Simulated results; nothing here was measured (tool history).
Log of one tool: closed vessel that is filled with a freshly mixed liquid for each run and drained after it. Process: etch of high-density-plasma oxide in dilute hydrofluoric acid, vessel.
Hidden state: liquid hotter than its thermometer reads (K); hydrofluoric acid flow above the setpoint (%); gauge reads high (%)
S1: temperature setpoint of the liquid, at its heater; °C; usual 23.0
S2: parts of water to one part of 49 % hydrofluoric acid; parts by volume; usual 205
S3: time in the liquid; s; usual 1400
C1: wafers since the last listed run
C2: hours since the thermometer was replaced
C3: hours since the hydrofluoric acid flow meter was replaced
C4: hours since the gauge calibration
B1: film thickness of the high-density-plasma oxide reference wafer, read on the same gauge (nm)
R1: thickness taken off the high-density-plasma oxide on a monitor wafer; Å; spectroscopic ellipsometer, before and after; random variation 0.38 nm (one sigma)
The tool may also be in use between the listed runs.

{"run": 1, "hour": 0.0, "S1": 23.0, "S2": 205, "S3": 1970, "C1": 0, "C2": 664.5, "C3": 1607.3, "C4": 1946.8, "B1": 49.99, "R1": 677.4}
{"run": 2, "hour": 33.7, "S1": 23.0, "S2": 205, "S3": 1970, "C1": 1234, "C2": 698.2, "C3": 1641.0, "C4": 1980.5, "B1": 50.01, "R1": 685.3}
{"run": 3, "hour": 76.8, "S1": 23.0, "S2": 205, "S3": 1970, "C1": 1578, "C2": 741.3, "C3": 1684.1, "C4": 2023.6, "B1": 49.99, "R1": 677.9}
{"run": 4, "hour": 147.3, "S1": 23.0, "S2": 205, "S3": 1400, "C1": 2582, "C2": 811.8, "C3": 1754.6, "C4": 2094.1, "B1": 49.98, "R1": 481.4}
{"run": 5, "hour": 190.9, "S1": 23.0, "S2": 205, "S3": 1660, "C1": 1597, "C2": 855.4, "C3": 1798.2, "C4": 2137.7, "B1": 50.02, "R1": 583.2}
{"run": 6, "hour": 253.4, "S1": 23.0, "S2": 205, "S3": 1660, "C1": 2289, "C2": 917.9, "C3": 1860.7, "C4": 2200.2, "B1": 49.99, "R1": 571.3}
{"hour": 262.6, "done": "thermometer replaced"}
{"run": 7, "hour": 315.3, "S1": 23.0, "S2": 205, "S3": 1400, "C1": 2230, "C2": 52.7, "C3": 1922.6, "C4": 2262.1, "B1": 49.98, "R1": 458.4}
{"run": 8, "hour": 364.1, "S1": 23.0, "S2": 175, "S3": 1065, "C1": 1787, "C2": 101.5, "C3": 1971.4, "C4": 2310.9, "B1": 50.01, "R1": 422.6}
{"run": 9, "hour": 404.5, "S1": 23.0, "S2": 205, "S3": 1400, "C1": 1479, "C2": 141.9, "C3": 2011.8, "C4": 2351.3, "B1": 50.0, "R1": 463.4}
{"run": 10, "hour": 442.4, "S1": 25.0, "S2": 205, "S3": 1400, "C1": 1388, "C2": 179.8, "C3": 2049.7, "C4": 2389.2, "B1": 50.01, "R1": 509.6}
{"run": 11, "hour": 508.9, "S1": 23.0, "S2": 115, "S3": 1640, "C1": 2435, "C2": 246.3, "C3": 2116.2, "C4": 2455.7, "B1": 50.02, "R1": 1098.2}
{"run": 12, "hour": 546.9, "S1": 23.0, "S2": 150, "S3": 1400, "C1": 1391, "C2": 284.3, "C3": 2154.2, "C4": 2493.7, "B1": 50.01, "R1": 674.9}
{"run": 13, "hour": 583.4, "S1": 23.0, "S2": 205, "S3": 1400, "C1": 1336, "C2": 320.8, "C3": 2190.7, "C4": 2530.2, "B1": 50.0, "R1": 474.4}
{"run": 14, "hour": 626.8, "S1": 21.0, "S2": 165, "S3": 980, "C1": 1589, "C2": 364.2, "C3": 2234.1, "C4": 2573.6, "B1": 50.02, "R1": 389.6}
{"hour": 638.0, "done": "gauge calibrated"}
{"run": 15, "hour": 664.6, "S1": 19.5, "S2": 235, "S3": 1115, "C1": 1384, "C2": 402.0, "C3": 2271.9, "C4": 26.6, "B1": 49.99, "R1": 283.6}
{"run": 16, "hour": 692.0, "S1": 23.0, "S2": 205, "S3": 1400, "C1": 1003, "C2": 429.4, "C3": 2299.3, "C4": 54.0, "B1": 50.0, "R1": 471.5}
{"run": 17, "hour": 724.4, "S1": 24.5, "S2": 205, "S3": 2180, "C1": 1186, "C2": 461.8, "C3": 2331.7, "C4": 86.4, "B1": 49.99, "R1": 774.9}
{"run": 18, "hour": 769.8, "S1": 25.5, "S2": 245, "S3": 2235, "C1": 1662, "C2": 507.2, "C3": 2377.1, "C4": 131.8, "B1": 49.98, "R1": 658.8}
{"run": 19, "hour": 824.3, "S1": 21.0, "S2": 285, "S3": 1795, "C1": 1996, "C2": 561.7, "C3": 2431.6, "C4": 186.3, "B1": 49.99, "R1": 378.4}
{"run": 20, "hour": 868.3, "S1": 24.5, "S2": 110, "S3": 1970, "C1": 1611, "C2": 605.7, "C3": 2475.6, "C4": 230.3, "B1": 50.0, "R1": 1473.8}
{"run": 21, "hour": 910.3, "S1": 19.5, "S2": 260, "S3": 1400, "C1": 1538, "C2": 647.7, "C3": 2517.6, "C4": 272.3, "B1": 50.0, "R1": 311.8}
{"hour": 963.4, "done": "hydrofluoric acid flow meter replaced"}
{"run": 22, "hour": 967.4, "S1": 25.0, "S2": 170, "S3": 1400, "C1": 2054, "C2": 704.8, "C3": 4.0, "C4": 329.4, "B1": 49.99, "R1": 649.5}
{"run": 23, "hour": 1016.1, "S1": 23.0, "S2": 295, "S3": 1400, "C1": 1783, "C2": 753.5, "C3": 52.7, "C4": 378.1, "B1": 50.0, "R1": 308.2}
{"run": 24, "hour": 1061.0, "S1": 23.0, "S2": 205, "S3": 1400, "C1": 1644, "C2": 798.4, "C3": 97.6, "C4": 423.0, "B1": 50.01, "R1": 479.7}
{"run": 25, "hour": 1124.3, "S1": 23.0, "S2": 205, "S3": 1400, "C1": 2318, "C2": 861.7, "C3": 160.9, "C4": 486.3, "B1": 50.01, "R1": 483.3}
{"run": 26, "hour": 1155.3, "S1": 23.0, "S2": 205, "S3": 1400, "C1": 1135, "C2": 892.7, "C3": 191.9, "C4": 517.3, "B1": 49.98, "R1": 480.3}
{"run": 27, "hour": 1212.2, "S1": 27.5, "S2": 175, "S3": 1855, "C1": 2084, "C2": 949.6, "C3": 248.8, "C4": 574.2, "B1": 50.01, "R1": 923.5}
{"run": 28, "hour": 1272.1, "S1": 23.0, "S2": 205, "S3": 1400, "C1": 2194, "C2": 1009.5, "C3": 308.7, "C4": 634.1, "B1": 50.0, "R1": 487.5}
{"run": 29, "hour": 1338.9, "S1": 21.0, "S2": 165, "S3": 980, "C1": 2446, "C2": 1076.3, "C3": 375.5, "C4": 700.9, "B1": 50.01, "R1": 411.5}

Forecast run 30:
{"run": 30, "hour": 1366.0, "S1": 26.0, "S2": 285, "S3": 2240, "C1": 992, "C2": 1103.4, "C3": 402.6, "C4": 728.0, "B1": "?", "R1": "?"}

Run 30 gave B1 50.00, R1 574.6 Å.
Without the tool's hidden state the same run would have given R1 540.9 Å.
